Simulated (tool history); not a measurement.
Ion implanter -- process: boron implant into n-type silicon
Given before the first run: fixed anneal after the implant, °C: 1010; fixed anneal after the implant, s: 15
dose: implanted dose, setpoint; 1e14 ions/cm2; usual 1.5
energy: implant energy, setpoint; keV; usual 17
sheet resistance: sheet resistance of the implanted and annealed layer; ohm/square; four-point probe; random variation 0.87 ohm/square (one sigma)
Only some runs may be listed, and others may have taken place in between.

run   hour  dose  energy  wafers since the last listed run  hours since the last dose calibration  hours since the extraction supply was calibrated  hours since the gauge calibration  read-back reference wafer on the same gauge, sheet resistance  sheet resistance
  1      0   1.5      17                                 0                                 1327.6                                            2920.6                              189.6                                                         499.92            565.18
  2   11.8   1.5      17                               176                                 1339.4                                            2932.4                              201.4                                                         500.04            562.69
  3   19.5   1.5      17                               114                                 1347.1                                            2940.1                              209.1                                                         500.08            564.49
  4   32.2   1.5      17                               189                                 1359.8                                            2952.8                              221.8                                                         499.86            564.51
  5   42.2   1.5      17                               149                                 1369.8                                            2962.8                              231.8                                                         500.02            564.79
  6   55.5  1.39      17                               198                                 1383.1                                            2976.1                              245.1                                                         499.94            599.92
  7   65.3   1.5      17                               146                                 1392.9                                            2985.9                              254.9                                                         499.93            564.83
  8   77.5   1.5    19.5                               182                                 1405.1                                            2998.1                              267.1                                                         500.04            554.24
  9   94.7   1.5      17                               256                                 1422.3                                            3015.3                              284.3                                                         500.09            562.83
 10  104.8   1.5      17                               150                                 1432.4                                            3025.4                              294.4                                                         500.03            562.67
 11  122.6   1.5      17                               265                                 1450.2                                            3043.2                              312.2                                                         499.99            562.81
 12  128.6   1.5      17                                89                                 1456.2                                            3049.2                              318.2                                                          499.9            563.64
 13    145   1.5      17                               244                                 1472.6                                            3065.6                              334.6                                                         500.06            562.56
 14  156.4   1.5      17                               170                                   1484                                              3077                                346                                                            500            559.41
     178.5  -- extraction supply calibrated
 15    179   1.5      22                               217                                 1506.6                                               0.5                              368.6                                                         500.06             540.5
 16  182.7   1.5    11.5                                55                                 1510.3                                               4.2                              372.3                                                         500.05            590.43
 17  200.2  1.28    22.5                               261                                 1527.8                                              21.7                              389.8                                                            500             608.9
 18  206.8  1.67      14                                98                                 1534.4                                              28.3                              396.4                                                         500.02            527.49
 19  214.4  1.12      17                               113                                   1542                                              35.9                                404                                                         499.95            706.65
 20  230.6  1.21      14                               241                                 1558.2                                              52.1                              420.2                                                         500.01            681.35
     235.5  -- gauge calibrated
 21  236.7  1.26      17                                91                                 1564.3                                              58.2                                1.2                                                          499.8            642.87
 22  244.2  1.28    20.5                               111                                 1571.8                                              65.7                                8.7                                                         499.95            617.33
 23  258.6   1.5    22.5                               214                                 1586.2                                              80.1                               23.1                                                         500.04            538.22
 24  270.4   1.5      17                               176                                   1598                                              91.9                               34.9                                                         500.12            559.48
 25  284.6  1.24    21.5                               211                                 1612.2                                             106.1                               49.1                                                         500.09            627.24
 26  299.6  1.12      17                               223                                 1627.2                                             121.1                               64.1                                                         500.03            703.87
 27  312.3   1.5      19                               189                                 1639.9                                             133.8                               76.8                                                          500.1            549.47
 28  322.6  1.36    13.5                               153                                 1650.2                                             144.1                               87.1                                                         499.97            623.76
     332.4  -- Faraday cup replaced and dose calibrated
 29  334.3  1.09    21.5                                55                                    1.9                                             155.8                               98.8                                                         499.99            717.97
 30  342.7   1.5      12                               125                                   10.3                                             164.2                              107.2                                                          499.8            607.79
 31  350.6   1.5      17                               117                                   18.2                                             172.1                              115.1                                                         500.11            580.64
 32  362.8  1.87      17                               182                                   30.4                                             184.3                              127.3                                                         499.96            486.43
 33  372.8   1.5      17                               149                                   40.4                                             194.3                              137.3                                                          500.1            580.73
 34  379.7  1.29    22.5                               102                                   47.3                                             201.2                              144.2                                                         499.91            625.96
 35  394.9   1.5      17                               226                                   62.5                                             216.4                              159.4                                                         499.82            581.39
 36  434.4   1.1      15                               589                                    102                                             255.9                              198.9                                                         500.03            755.02
 37  447.1  1.26      12                               189                                  114.7                                             268.6                              211.6                                                          499.9            699.21
 38    465  1.18      17                               267                                  132.6                                             286.5                              229.5                                                         500.06            702.86

State the hidden condition of the tool at each of the runs:
deviation of the true energy from its setpoint, %: 0 on each run
gauge reads high (%): 0 on each run
H1: deviation of the true dose from the Faraday cup's reading, %
run     H1
  1   3.59
  2   3.65
  3   3.68
  4   3.74
  5   3.78
  6   3.85
  7   3.89
  8   3.95
  9   4.03
 10   4.08
 11   4.17
 12    4.2
 13   4.28
 14   4.33
 15   4.45
 16   4.47
 17   4.56
 18   4.59
 19   4.63
 20   4.71
 21   4.75
 22   4.79
 23   4.86
 24   4.93
 25      5
 26   5.08
 27   5.15
 28   5.21
 29  0.117
 30  0.117
 31  0.117
 32  0.118
 33  0.119
 34   0.12
 35  0.123
 36  0.134
 37  0.139
 38  0.146
